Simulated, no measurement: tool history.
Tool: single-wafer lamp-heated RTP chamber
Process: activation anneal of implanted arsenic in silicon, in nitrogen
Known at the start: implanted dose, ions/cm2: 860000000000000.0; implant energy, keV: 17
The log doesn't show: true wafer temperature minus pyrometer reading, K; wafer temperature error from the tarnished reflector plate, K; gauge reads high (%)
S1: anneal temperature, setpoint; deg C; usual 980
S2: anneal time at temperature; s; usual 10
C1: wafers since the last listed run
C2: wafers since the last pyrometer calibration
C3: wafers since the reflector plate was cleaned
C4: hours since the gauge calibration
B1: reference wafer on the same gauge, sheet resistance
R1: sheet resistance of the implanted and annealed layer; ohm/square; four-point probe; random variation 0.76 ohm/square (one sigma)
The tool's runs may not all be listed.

run	hour	S1	S2	C1	C2	C3	C4	B1	R1
1	0	959	10	0	2594	2315	1070.8	151.14	166.31
2	94.1	959	10	2170	4765	4486	1164.9	150.95	166.92
3	135.5	959	10	954	5720	5441	1206.3	150.96	165.52
4	210.6	980	10	1732	7452	7173	1281.4	150.79	158.8
5	280.8	980	10	1619	9071	8792	1351.6	150.88	159.47
# hour 448.3: reflector plate cleaned
6	535.7	980	8	5695	14767	2016	1606.5	151.31	157.96
# hour 555: pyrometer window cleaned and pyrometer calibrated
7	859.4	980	8	7282	7021	9299	1930.2	151.03	161.01
8	926.2	980	10	1540	8562	10839	1997	150.97	158.61
9	1001.6	980	10	1739	10301	12579	2072.4	150.51	159.01
# hour 1011.2: reflector plate cleaned
10	1043.3	980	10	777	11079	741	2114.1	151.26	157.68
# hour 1076.8: pyrometer window cleaned and pyrometer calibrated
11	1081.4	980	10	694	105	1435	2152.2	151.1	160.07
12	1163.7	980	10	1898	2003	3333	2234.5	150.79	159.61
13	1255	980	9	2106	4109	5439	2325.8	151.02	160.78
14	1331.4	980	9	1762	5872	7202	2402.2	150.72	159.89
15	1427	963	10	2205	8077	9407	2497.8	150.93	163.65
16	1491.4	963	10	1485	9562	10893	2562.2	151.44	161.63
# hour 1512.6: gauge calibrated
17	1577.6	980	10	1988	11551	12881	65	151.07	156.29
# hour 1647.2: reflector plate cleaned
18	1649.2	992	5	1467	13018	46	136.6	150.88	159.1
# hour 1660.1: pyrometer window cleaned and pyrometer calibrated
19	1748.6	968	14	2108	2040	2154	236	151.13	160.27
20	1849.4	963	16	2325	4365	4479	336.8	151.2	161.29
21	2002.4	1008	13	3529	7894	8008	489.8	151.07	146.75
22	2086.9	980	8	1949	9844	9957	574.3	150.76	160.63
23	2167	980	6	1847	11691	11805	654.4	150.73	161.85
# hour 2229.3: pyrometer window cleaned and pyrometer calibrated
24	2229.7	980	10	1261	8	13067	717.1	151.06	160.16
# hour 2282.3: reflector plate cleaned
25	2296.7	980	10	1360	1369	331	784.1	151.49	159.45
26	2343.6	980	10	1081	2451	1413	831	151.19	160.53
27	2440.6	1001	13	2237	4688	3650	928	150.88	150.09
28	2534.3	980	12	2161	6850	5812	1021.7	150.93	157.93
29	2602.9	980	10	1582	8432	7394	1090.3	151.06	159.04
30	2690.4	950	5	2018	10450	9412	1177.8	151.08	174.21
# hour 2784.4: pyrometer window cleaned and pyrometer calibrated
31	2795.8	956	5	2246	263	11659	1283.2	150.86	172.56
32	2893.3	980	10	2249	2512	13908	1380.7	150.96	160.06
# hour 2903.8: reflector plate cleaned
33	2945.7	972	6	1024	3536	966	1433.1	150.61	167.59
34	2993.7	971	10	1107	4643	2073	1481.1	150.64	162.16
35	3054.4	996	12	1400	6043	3473	1541.8	150.71	153.65

3 ways to go on from here, each from the tool as it stands after run 35. What would each give?
A	3054.8	980	10	9	6053	3482	1542.2	?	?
B	3054.8	968	12	9	6053	3482	1542.2	?	?
C	3054.8	994	5	9	6053	3482	1542.2	?	?

run	B1	R1
A	150.9	161.05
B	150.9	163.13
C	150.9	163.36
Without the tool's hidden state the same runs would have given:
run	R1
A	162.05
B	164.17
C	164.28
